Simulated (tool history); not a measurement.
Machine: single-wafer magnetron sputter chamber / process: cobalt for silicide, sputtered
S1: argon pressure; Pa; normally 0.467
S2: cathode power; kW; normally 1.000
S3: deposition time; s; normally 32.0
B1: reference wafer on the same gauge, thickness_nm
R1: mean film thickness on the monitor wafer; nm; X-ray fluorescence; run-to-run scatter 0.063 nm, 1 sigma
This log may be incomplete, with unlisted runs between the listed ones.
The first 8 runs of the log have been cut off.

run    hour     S1     S2    S3      B1      R1
  9   796.3  0.467  0.900  32.0  15.313  14.620
      879.8  -- sputter target and shields replaced
 10   894.3  0.379  1.000  32.0  15.316  16.363
 11   951.8  0.564  1.000  32.0  15.299  15.855
 12  1178.6  0.467  1.000  32.0  15.285  15.897
     1187.8  -- magnet pack replaced
 13  1249.1  0.467  1.000  35.0  15.279  17.090
 14  1296.5  0.467  1.000  32.0  15.299  15.917
 15  1386.7  0.340  1.150  32.0  15.312  17.803
     1400.3  -- capacitance manometer re-zeroed and calibrated
 16  1487.6  0.611  1.100  36.7  15.304  18.966
 17  1588.7  0.467  1.200  32.0  15.296  18.009
 18  1635.2  0.467  1.000  28.7  15.317  14.054
 19  1672.0  0.467  1.000  27.7  15.315  13.559
     1746.7  -- sputter target and shields replaced
 20  1755.2  0.467  1.100  32.0  15.329  17.276
 21  1845.9  0.467  1.000  32.0  15.334  15.981
 22  1931.4  0.523  1.000  32.0  15.299  15.813
 23  2011.3  0.467  0.850  37.0  15.339  16.401
 24  2071.7  0.340  1.150  28.3  15.284  15.859
 25  2114.9  0.467  1.000  32.0  15.275  15.712
 26  2214.8  0.603  1.000  37.5  15.329  18.133
 27  2281.2  0.467  1.000  32.0  15.299  15.838
 28  2321.9  0.467  1.150  33.7  15.316  18.358
 29  2420.2  0.467  0.850  32.0  15.293  14.069
 30  2504.7  0.467  1.000  32.0  15.294  15.612
     2516.6  -- sputter target and shields replaced
 31  2546.3  0.467  1.100  38.0  15.289  20.392
 32  2637.1  0.573  1.000  34.3  15.294  16.732
 33  2712.8  0.284  0.800  27.5  15.330  11.911

Alternative continuations, all from the tool just after run 33; predict every row:
  A  2713.2  0.363  1.000  32.0   ?   ?
  B  2713.2  0.332  0.850  32.0   ?   ?
  C  2713.2  0.388  1.000  32.0   ?   ?
  D  2713.2  0.633  0.750  38.2   ?   ?
  E  2713.2  0.531  0.800  32.0   ?   ?

run      B1      R1
  A  15.296  16.110
  B  15.296  14.427
  C  15.296  16.048
  D  15.296  15.104
  E  15.296  13.421
What these runs would have given with no unlogged condition in the tool:
run      R1
  A  16.398
  B  14.684
  C  16.334
  D  15.374
  E  13.660
